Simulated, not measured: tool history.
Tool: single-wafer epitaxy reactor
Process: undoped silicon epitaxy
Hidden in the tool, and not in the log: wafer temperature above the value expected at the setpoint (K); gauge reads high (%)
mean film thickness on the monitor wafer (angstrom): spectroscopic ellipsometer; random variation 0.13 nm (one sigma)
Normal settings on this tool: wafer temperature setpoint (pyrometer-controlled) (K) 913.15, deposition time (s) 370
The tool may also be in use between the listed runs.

run	hour	wafer temperature setpoint (pyrometer-controlled) (K)	deposition time (s)	wafers since the last listed run	hours since the last pyrometer calibration	hours since the gauge calibration	read-back reference wafer on the same gauge, thickness_nm	mean film thickness on the monitor wafer (angstrom)
1	0.0	908.15	341	0	2283.7	62.4	37.895	362.04
2	20.8	919.15	370	85	2304.5	83.2	37.942	512.61
3	49.3	919.15	370	117	2333.0	111.7	37.863	509.78
4	69.0	903.15	370	81	2352.7	131.4	37.897	349.31
5	85.6	903.15	370	68	2369.3	148.0	37.933	347.73
6	121.0	903.15	370	145	2404.7	183.4	37.890	347.00
7	147.3	906.15	370	108	2431.0	209.7	37.898	372.26
8	177.6	908.15	370	124	2461.3	240.0	37.878	393.27
9	198.6	913.15	370	86	2482.3	261.0	37.913	446.66
# hour 237.7: pyrometer calibrated
10	301.6	913.15	370	391	63.9	364.0	37.864	440.90
11	330.1	899.15	435	117	92.4	392.5	37.897	369.64
# hour 334.3: gauge calibrated
12	369.8	913.15	441	163	132.1	35.5	37.897	527.94
13	405.7	899.15	338	147	168.0	71.4	37.926	288.73
14	421.4	913.15	370	64	183.7	87.1	37.863	442.59
15	519.7	913.15	429	404	282.0	185.4	37.884	513.77
16	538.7	898.15	370	78	301.0	204.4	37.865	306.61

What will run 17 give?
17	555.9	901.15	351	70	318.2	221.6	?	?

read-back reference wafer on the same gauge, thickness_nm: 37.902
mean film thickness on the monitor wafer (angstrom): 314.93
Were there no unlogged condition in the tool, this run, its random variation unchanged, would have produced mean film thickness on the monitor wafer (angstrom) 314.93.
